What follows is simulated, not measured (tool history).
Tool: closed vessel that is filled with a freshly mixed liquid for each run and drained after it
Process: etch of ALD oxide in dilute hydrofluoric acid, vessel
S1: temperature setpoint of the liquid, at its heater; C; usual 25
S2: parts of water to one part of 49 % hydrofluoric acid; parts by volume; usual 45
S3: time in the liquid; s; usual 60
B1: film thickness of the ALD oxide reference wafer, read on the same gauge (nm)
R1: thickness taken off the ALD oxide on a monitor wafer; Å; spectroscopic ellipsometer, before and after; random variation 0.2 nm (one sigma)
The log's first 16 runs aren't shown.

run	hour	S1	S2	S3	B1	R1
17	256.2	27	35	45	120.01	248.5
18	273.2	25	55	60	119.98	192.4
19	284.2	22	55	85	119.99	237.1
# hour 290.4: hydrofluoric acid flow meter replaced
20	304.5	28	45	60	119.96	269.1
21	315.1	25	45	60	119.95	236.2
22	324.1	25	45	60	120.01	234.3
# hour 339.8: gauge calibrated
23	355.8	21.5	30	90	120.05	467.8
# hour 372.7: thermometer replaced
24	395.9	25	45	60	120.01	249.2
25	413.8	25	45	60	120.03	253.1
26	426.6	25	45	60	120.01	244.9
27	434.3	25	45	60	119.98	251.6
28	475.7	20	45	30	119.97	102.1
29	493.3	23.5	45	30	120.01	116.8
30	510	29	45	60	120	297.9
# hour 512.5: thermometer replaced, repeated, since the last time left the tool worse
31	522.3	21.5	30	45	120.02	220.7
32	537.3	28	45	85	119.95	348.8
33	548.4	25	45	45	119.97	164.8
34	560.5	25	45	80	120.02	289.6
35	577	27.5	35	60	120.03	326.1

Forecast each of these 3 alternatives for the next run:
A	577.7	25	45	60	?	?
B	577.7	29.5	65	85	?	?
C	577.7	27	40	80	?	?

run	B1	R1
A	119.94	221.7
B	119.94	252.8
C	119.94	363.3
Without the tool's hidden state the same runs would have given:
run	R1
A	220.3
B	251.3
C	361.1
